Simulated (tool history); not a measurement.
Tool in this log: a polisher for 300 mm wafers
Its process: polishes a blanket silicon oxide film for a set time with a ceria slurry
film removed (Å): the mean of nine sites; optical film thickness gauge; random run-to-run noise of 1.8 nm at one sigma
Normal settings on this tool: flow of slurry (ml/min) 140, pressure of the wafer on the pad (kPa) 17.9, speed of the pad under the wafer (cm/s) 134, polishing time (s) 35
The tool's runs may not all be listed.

run    hour  flow of slurry (ml/min)  pressure of the wafer on the pad (kPa)  speed of the pad under the wafer (cm/s)  polishing time (s)  incoming thickness of the incoming film, nm  film removed (Å)
  1     0.0                      140                                    17.9                                      134                  41                                        880.1              1646
  2    27.2                      140                                    17.9                                      134                  35                                        860.7              1362
  3    52.4                      140                                    17.9                                      104                  35                                        866.9              1091
  4   121.5                      140                                    17.9                                      134                  35                                        864.6              1368
      188.8  -- slurry nozzle cleaned
  5   227.6                      140                                    17.9                                      134                  35                                        873.2              1411
  6   272.0                      140                                    17.9                                      134                  35                                        863.8              1414
  7   319.5                      140                                    17.9                                      134                  35                                        877.1              1423
      368.4  -- worn pad replaced by a new one, of another model than before
  8   375.1                      140                                    17.9                                      134                  35                                        878.3              1407
  9   441.1                      140                                    17.9                                      134                  35                                        889.1              1438
 10   498.3                      140                                    17.9                                      134                  35                                        853.8              1382
 11   555.0                      140                                    17.9                                      134                  35                                        878.7              1388
      589.9  -- slurry nozzle cleaned
 12   602.6                      140                                    22.1                                      116                  35                                        881.2              1655
 13   648.2                      140                                    22.1                                      116                  35                                        862.3              1667
 14   709.6                      140                                    22.1                                      116                  35                                        857.8              1589
      754.1  -- worn pad replaced by a new one
      777.6  -- head pressure recalibrated
 15   872.5                      155                                    17.9                                      134                  35                                        880.2              1421
 16   903.5                      155                                    17.9                                      134                  35                                        883.7              1417
 17   973.0                      140                                    17.9                                      134                  27                                        868.7              1089
 18  1011.3                      140                                    20.0                                      108                  41                                        868.5              1596
 19  1036.0                      140                                    17.9                                      134                  35                                        858.6              1377
     1053.6  -- slurry nozzle cleaned
 20  1063.8                      140                                    17.9                                      134                  35                                        859.6              1451
 21  1127.8                      115                                    22.8                                      134                  28                                        861.6              1406
     1152.9  -- worn pad replaced by a new one
 22  1172.8                      105                                    17.9                                      166                  46                                        859.1              2059
 23  1211.0                      140                                    17.9                                      134                  35                                        862.2              1411
 24  1282.5                      140                                    20.7                                      158                  35                                        865.7              1808
 25  1314.4                      140                                    12.4                                      134                  35                                        863.3               977
 26  1383.1                      185                                    17.9                                      176                  35                                        864.9              1684
 27  1426.7                      115                                    17.9                                      152                  35                                        870.5              1493
     1451.1  -- slurry nozzle cleaned
 28  1461.2                      190                                    20.7                                      112                  23                                        873.1              1028
 29  1496.4                      115                                    22.8                                      156                  27                                        860.8              1504
     1613.7  -- worn pad replaced by a new one
 30  1661.8                      140                                    23.4                                      134                  35                                        867.1              1844
 31  1711.5                      180                                    22.8                                      158                  35                                        865.3              1973
 32  1751.4                      185                                    17.9                                      134                  35                                        878.5              1408
     1759.3  -- head pressure recalibrated
 33  1808.4                      140                                    17.9                                      134                  35                                        865.6              1398
     1821.8  -- slurry nozzle cleaned
 34  1848.9                      140                                    17.9                                      134                  46                                        869.6              1898
 35  1914.2                      140                                    17.9                                      134                  29                                        859.6              1197
 36  1946.8                      190                                    20.7                                      112                  23                                        864.6              1012
 37  1976.8                      140                                    17.9                                      134                  27                                        876.2              1109

Alternative continuations, all from the tool just after run 37; predict every row:
  A  1977.2                      140                                    17.9                                      134                  35                                        865.0                 ?
  B  1977.2                      140                                    17.9                                      134                  26                                        865.0                 ?
  C  1977.2                      110                                    13.1                                      146                  35                                        865.0                 ?
  D  1977.2                      140                                    15.2                                      134                  40                                        865.0                 ?

run  film removed (Å)
  A              1429
  B              1062
  C              1070
  D              1382
Without the tool's hidden state the same runs would have given:
run  film removed (Å)
  A              1453
  B              1079
  C              1090
  D              1405
